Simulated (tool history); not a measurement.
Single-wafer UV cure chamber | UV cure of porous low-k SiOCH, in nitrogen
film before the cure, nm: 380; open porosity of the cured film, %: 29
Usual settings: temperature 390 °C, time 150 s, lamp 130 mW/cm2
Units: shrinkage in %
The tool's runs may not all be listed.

run   hour  temperature  time  lamp  wafers since the last listed run  hours since the UV bulbs were replaced  wafers since the quartz window was cleaned  shrinkage
  1    0.0          390   190   106                                 0                                  1435.1                                        1286     12.459
  2   10.8          390    80   130                                90                                  1445.9                                        1376      9.127
  3   23.9          390    80   130                               109                                  1459.0                                        1485      9.109
  4   37.5          390   150   130                               113                                  1472.6                                        1599     12.162
  5   54.7          390   150   130                               143                                  1489.8                                        1742     11.970
      63.3  -- quartz window cleaned
  6   64.3          390   150   130                                13                                  1499.4                                           8     13.056
  7   80.9          381   100   130                               138                                  1516.0                                         146     10.683
  8   87.6          381   100   130                                55                                  1522.7                                         202     10.681
  9  100.4          381   100   130                               106                                  1535.5                                         309     10.633
 10  123.2          390   150   130                               190                                  1558.3                                         499     12.770
     141.0  -- UV bulbs replaced
 11  141.5          390   150   130                                85                                     0.5                                         585     12.868
 12  148.9          390   150   130                                61                                     7.9                                         647     12.702
 13  164.0          390   150   130                               125                                    23.0                                         773     12.608
 14  170.8          390   150   102                                56                                    29.8                                         830     11.440
 15  187.0          390   150   102                               135                                    46.0                                         965     11.151
 16  201.4          396   150   130                               120                                    60.4                                        1085     12.662
 17  208.7          381   150    91                                60                                    67.7                                        1146     10.330
 18  221.4          390   150   130                               105                                    80.4                                        1252     12.213
 19  228.8          380   230   156                                61                                    87.8                                        1314     15.185
 20  245.5          390   150   130                               139                                   104.5                                        1453     12.231
 21  254.9          390   150   130                                78                                   113.9                                        1531     11.965
     272.0  -- quartz window cleaned
 22  272.5          402   150   130                                80                                   131.5                                           4     13.203
 23  279.1          372    90   104                                55                                   138.1                                          59      8.938
 24  287.1          390    70   100                                66                                   146.1                                         126      8.018
 25  305.0          390   205   103                               149                                   164.0                                         275     13.650
 26  315.5          390   150   130                                87                                   174.5                                         363     12.912
 27  322.2          380   180   130                                55                                   181.2                                         419     13.801
 28  333.7          390   150   166                                95                                   192.7                                         515     14.199
 29  348.9          406    85   130                               126                                   207.9                                         641     10.168
 30  359.3          390   150   130                                86                                   218.3                                         728     12.999
 31  370.9          390   205   103                                96                                   229.9                                         825     13.021
 32  382.9          373   150   142                               100                                   241.9                                         925     12.577
 33  389.7          390   210   130                                56                                   248.7                                         982     14.272

4 ways to go on from here, each from the tool as it stands after run 33. What would each give?
  A  390.1          390    60   130                                 3                                   249.1                                         985          ?
  B  390.1          404    95   130                                 3                                   249.1                                         985          ?
  C  390.1          390    65   163                                 3                                   249.1                                         985          ?
  D  390.1          390    95   130                                 3                                   249.1                                         985          ?

run  shrinkage
  A      8.105
  B     10.689
  C      9.627
  D     10.410
Without the tool's hidden state the same runs would have given:
run  shrinkage
  A      8.765
  B     11.389
  C     10.314
  D     11.106

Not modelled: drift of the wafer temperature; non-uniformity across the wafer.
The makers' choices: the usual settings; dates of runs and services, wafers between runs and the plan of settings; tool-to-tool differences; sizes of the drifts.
